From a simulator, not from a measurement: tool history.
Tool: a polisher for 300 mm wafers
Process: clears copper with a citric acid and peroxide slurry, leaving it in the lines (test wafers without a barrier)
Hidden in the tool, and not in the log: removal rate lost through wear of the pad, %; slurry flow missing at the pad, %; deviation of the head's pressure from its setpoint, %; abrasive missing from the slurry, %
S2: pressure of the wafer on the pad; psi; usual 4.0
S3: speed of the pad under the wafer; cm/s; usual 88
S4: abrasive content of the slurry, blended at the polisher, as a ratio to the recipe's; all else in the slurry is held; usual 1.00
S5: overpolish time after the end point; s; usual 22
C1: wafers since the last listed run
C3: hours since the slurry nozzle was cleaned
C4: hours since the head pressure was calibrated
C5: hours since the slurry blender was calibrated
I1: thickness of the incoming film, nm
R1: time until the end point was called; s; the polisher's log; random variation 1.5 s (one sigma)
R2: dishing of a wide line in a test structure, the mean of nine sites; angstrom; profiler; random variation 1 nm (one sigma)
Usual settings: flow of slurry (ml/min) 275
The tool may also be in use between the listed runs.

run 1 day=0.000 | flow_of_slurry_(ml/min)=275 S2=4.0 S3=88 S4=1.00 S5=22 | C1=0 wafers_polished_on_this_pad=1324 C3=127.9 C4=83.3 C5=251.3 | I1=211.4 | R1=88.7 R2=423
run 2 day=1.438 | flow_of_slurry_(ml/min)=275 S2=4.0 S3=88 S4=1.00 S5=22 | C1=324 wafers_polished_on_this_pad=1648 C3=162.4 C4=117.8 C5=285.8 | I1=207.5 | R1=88.7 R2=420
-- day=1.975 worn pad replaced by a new one
-- day=1.983 slurry nozzle cleaned
run 3 day=2.046 | flow_of_slurry_(ml/min)=275 S2=4.6 S3=88 S4=1.00 S5=22 | C1=97 wafers_polished_on_this_pad=13 C3=1.5 C4=132.4 C5=300.4 | I1=213.9 | R1=70.5 R2=546
-- day=2.292 slurry blender recalibrated
run 4 day=2.954 | flow_of_slurry_(ml/min)=275 S2=4.0 S3=88 S4=1.00 S5=22 | C1=186 wafers_polished_on_this_pad=199 C3=23.3 C4=154.2 C5=15.9 | I1=206.5 | R1=81.3 R2=460
run 5 day=3.675 | flow_of_slurry_(ml/min)=275 S2=4.0 S3=88 S4=1.00 S5=22 | C1=162 wafers_polished_on_this_pad=362 C3=40.6 C4=171.5 C5=33.2 | I1=211.2 | R1=86.9 R2=435
run 6 day=4.871 | flow_of_slurry_(ml/min)=275 S2=4.0 S3=88 S4=1.00 S5=22 | C1=269 wafers_polished_on_this_pad=631 C3=69.3 C4=200.2 C5=61.9 | I1=207.8 | R1=86.0 R2=423
run 7 day=5.612 | flow_of_slurry_(ml/min)=275 S2=4.0 S3=88 S4=1.00 S5=22 | C1=167 wafers_polished_on_this_pad=799 C3=87.1 C4=218.0 C5=79.7 | I1=209.4 | R1=86.5 R2=429
run 8 day=6.567 | flow_of_slurry_(ml/min)=275 S2=4.0 S3=88 S4=1.00 S5=22 | C1=215 wafers_polished_on_this_pad=1014 C3=110.0 C4=240.9 C5=102.6 | I1=208.4 | R1=89.4 R2=438
run 9 day=7.392 | flow_of_slurry_(ml/min)=275 S2=4.0 S3=104 S4=1.00 S5=17 | C1=186 wafers_polished_on_this_pad=1200 C3=129.8 C4=260.7 C5=122.4 | I1=211.3 | R1=77.5 R2=381
-- day=8.758 worn pad replaced by a new one
run 10 day=8.779 | flow_of_slurry_(ml/min)=275 S2=4.0 S3=114 S4=1.00 S5=27 | C1=275 wafers_polished_on_this_pad=4 C3=163.1 C4=294.0 C5=155.7 | I1=211.6 | R1=60.7 R2=708
-- day=9.588 slurry nozzle cleaned
run 11 day=9.608 | flow_of_slurry_(ml/min)=310 S2=4.5 S3=104 S4=1.25 S5=22 | C1=177 wafers_polished_on_this_pad=181 C3=0.5 C4=313.9 C5=175.6 | I1=207.7 | R1=57.4 R2=638
run 12 day=10.329 | flow_of_slurry_(ml/min)=275 S2=4.8 S3=88 S4=1.10 S5=22 | C1=162 wafers_polished_on_this_pad=344 C3=17.8 C4=331.2 C5=192.9 | I1=211.0 | R1=68.9 R2=548
run 13 day=11.604 | flow_of_slurry_(ml/min)=275 S2=4.0 S3=110 S4=1.00 S5=22 | C1=287 wafers_polished_on_this_pad=631 C3=48.4 C4=361.8 C5=223.5 | I1=208.2 | R1=66.3 R2=511
run 14 day=12.608 | flow_of_slurry_(ml/min)=275 S2=4.0 S3=88 S4=1.00 S5=22 | C1=226 wafers_polished_on_this_pad=858 C3=72.5 C4=385.9 C5=247.6 | I1=209.3 | R1=86.6 R2=444
run 15 day=13.946 | flow_of_slurry_(ml/min)=315 S2=4.0 S3=106 S4=0.80 S5=27 | C1=301 wafers_polished_on_this_pad=1159 C3=104.6 C4=418.0 C5=279.7 | I1=212.4 | R1=78.2 R2=582
-- day=14.150 head pressure recalibrated
run 16 day=14.475 | flow_of_slurry_(ml/min)=320 S2=4.5 S3=62 S4=1.00 S5=22 | C1=100 wafers_polished_on_this_pad=1260 C3=117.3 C4=7.8 C5=292.4 | I1=214.4 | R1=112.9 R2=351
run 17 day=15.742 | flow_of_slurry_(ml/min)=275 S2=4.0 S3=88 S4=1.00 S5=22 | C1=285 wafers_polished_on_this_pad=1545 C3=147.7 C4=38.2 C5=322.8 | I1=211.7 | R1=93.2 R2=433
-- day=15.962 slurry blender recalibrated
run 18 day=16.504 | flow_of_slurry_(ml/min)=300 S2=3.5 S3=88 S4=1.00 S5=22 | C1=153 wafers_polished_on_this_pad=1699 C3=166.0 C4=56.5 C5=13.0 | I1=214.0 | R1=102.0 R2=374
-- day=16.883 slurry nozzle cleaned
-- day=17.029 worn pad replaced by a new one
run 19 day=17.108 | flow_of_slurry_(ml/min)=275 S2=4.0 S3=106 S4=1.00 S5=31 | C1=94 wafers_polished_on_this_pad=18 C3=5.4 C4=71.0 C5=27.5 | I1=208.8 | R1=66.1 R2=735
run 20 day=18.262 | flow_of_slurry_(ml/min)=275 S2=4.0 S3=76 S4=1.00 S5=35 | C1=260 wafers_polished_on_this_pad=278 C3=33.1 C4=98.7 C5=55.2 | I1=209.5 | R1=95.2 R2=590
run 21 day=19.379 | flow_of_slurry_(ml/min)=350 S2=4.0 S3=60 S4=1.15 S5=34 | C1=251 wafers_polished_on_this_pad=530 C3=59.9 C4=125.5 C5=82.0 | I1=208.5 | R1=117.9 R2=482
run 22 day=20.742 | flow_of_slurry_(ml/min)=275 S2=4.0 S3=88 S4=1.00 S5=14 | C1=307 wafers_polished_on_this_pad=837 C3=92.6 C4=158.2 C5=114.7 | I1=211.7 | R1=88.4 R2=277
run 23 day=21.900 | flow_of_slurry_(ml/min)=320 S2=4.0 S3=88 S4=1.00 S5=22 | C1=261 wafers_polished_on_this_pad=1098 C3=120.4 C4=186.0 C5=142.5 | I1=209.5 | R1=86.5 R2=420
run 24 day=22.775 | flow_of_slurry_(ml/min)=275 S2=4.0 S3=88 S4=0.75 S5=22 | C1=197 wafers_polished_on_this_pad=1295 C3=141.4 C4=207.0 C5=163.5 | I1=206.9 | R1=92.6 R2=377
run 25 day=24.233 | flow_of_slurry_(ml/min)=275 S2=4.0 S3=110 S4=1.00 S5=22 | C1=328 wafers_polished_on_this_pad=1624 C3=176.4 C4=242.0 C5=198.5 | I1=211.3 | R1=74.2 R2=494
run 26 day=25.300 | flow_of_slurry_(ml/min)=320 S2=4.0 S3=114 S4=1.00 S5=27 | C1=240 wafers_polished_on_this_pad=1865 C3=202.0 C4=267.6 C5=224.1 | I1=210.4 | R1=70.5 R2=655
-- day=25.546 worn pad replaced by a new one
run 27 day=26.154 | flow_of_slurry_(ml/min)=275 S2=4.0 S3=88 S4=1.00 S5=22 | C1=155 wafers_polished_on_this_pad=137 C3=222.5 C4=288.1 C5=244.6 | I1=211.0 | R1=81.0 R2=473
-- day=26.238 slurry nozzle cleaned
run 28 day=27.367 | flow_of_slurry_(ml/min)=275 S2=4.0 S3=88 S4=0.85 S5=22 | C1=263 wafers_polished_on_this_pad=401 C3=27.1 C4=317.2 C5=273.7 | I1=209.4 | R1=89.2 R2=409

Forecast each of these 4 alternatives for the next run:
run A day=27.388 | flow_of_slurry_(ml/min)=315 S2=4.0 S3=88 S4=1.00 S5=22 | C1=4 wafers_polished_on_this_pad=406 C3=27.6 C4=317.7 C5=274.2 | I1=206.0 | R1=? R2=?
run B day=27.388 | flow_of_slurry_(ml/min)=275 S2=4.0 S3=114 S4=1.00 S5=22 | C1=4 wafers_polished_on_this_pad=406 C3=27.6 C4=317.7 C5=274.2 | I1=206.0 | R1=? R2=?
run C day=27.388 | flow_of_slurry_(ml/min)=235 S2=4.0 S3=108 S4=1.00 S5=22 | C1=4 wafers_polished_on_this_pad=406 C3=27.6 C4=317.7 C5=274.2 | I1=206.0 | R1=? R2=?
run D day=27.388 | flow_of_slurry_(ml/min)=275 S2=4.0 S3=68 S4=1.00 S5=22 | C1=4 wafers_polished_on_this_pad=406 C3=27.6 C4=317.7 C5=274.2 | I1=206.0 | R1=? R2=?

run=A R1=82.2 R2=463
run=B R1=64.6 R2=572
run=C R1=69.4 R2=537
run=D R1=107.2 R2=363
Without the tool's hidden state the same runs would have given:
run=A R1=76.5 R2=493
run=B R1=60.1 R2=609
run=C R1=64.6 R2=573
run=D R1=99.7 R2=388

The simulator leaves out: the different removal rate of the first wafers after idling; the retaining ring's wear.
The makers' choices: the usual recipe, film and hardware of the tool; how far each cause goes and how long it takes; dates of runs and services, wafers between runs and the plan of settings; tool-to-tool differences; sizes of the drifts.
